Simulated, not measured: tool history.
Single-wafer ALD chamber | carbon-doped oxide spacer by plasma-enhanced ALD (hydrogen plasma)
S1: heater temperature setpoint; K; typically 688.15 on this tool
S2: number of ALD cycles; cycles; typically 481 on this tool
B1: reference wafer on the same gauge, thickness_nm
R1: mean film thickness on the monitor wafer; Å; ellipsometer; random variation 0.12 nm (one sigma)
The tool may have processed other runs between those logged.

run,hour,S1,S2,B1,R1
1,0,688.15,481,19.696,219.32
2,12.1,688.15,481,19.715,219.39
3,25.2,688.15,416,19.688,192.2
4,40.2,688.15,416,19.718,189.25
5,63.7,688.15,416,19.697,190.45
6,69.8,684.15,517,19.695,240.8
7,81.6,684.15,517,19.709,239.49
8,93.1,702.15,528,19.703,230.75
9,99.6,688.15,416,19.699,189.28
10,107.4,688.15,481,19.727,219.23
11,121.8,694.15,552,19.706,246.13
12,136.9,697.15,548,19.692,242
13,149.8,688.15,481,19.701,219.21
14,160.3,688.15,434,19.701,198.32
15,177.9,697.15,538,19.706,238.57

Not shown: 2 entries that the log had between the listed runs. Between which runs, and how does the tool's hidden state differ before and after?
After run 10, before run 11: gauge calibrated (hour 112.3)
  nothing in the hidden state changes from one run to the other
After run 11, before run 12: thermocouple changed; heater temperature recalibrated (hour 131.9)
  nothing in the hidden state changes from one run to the other
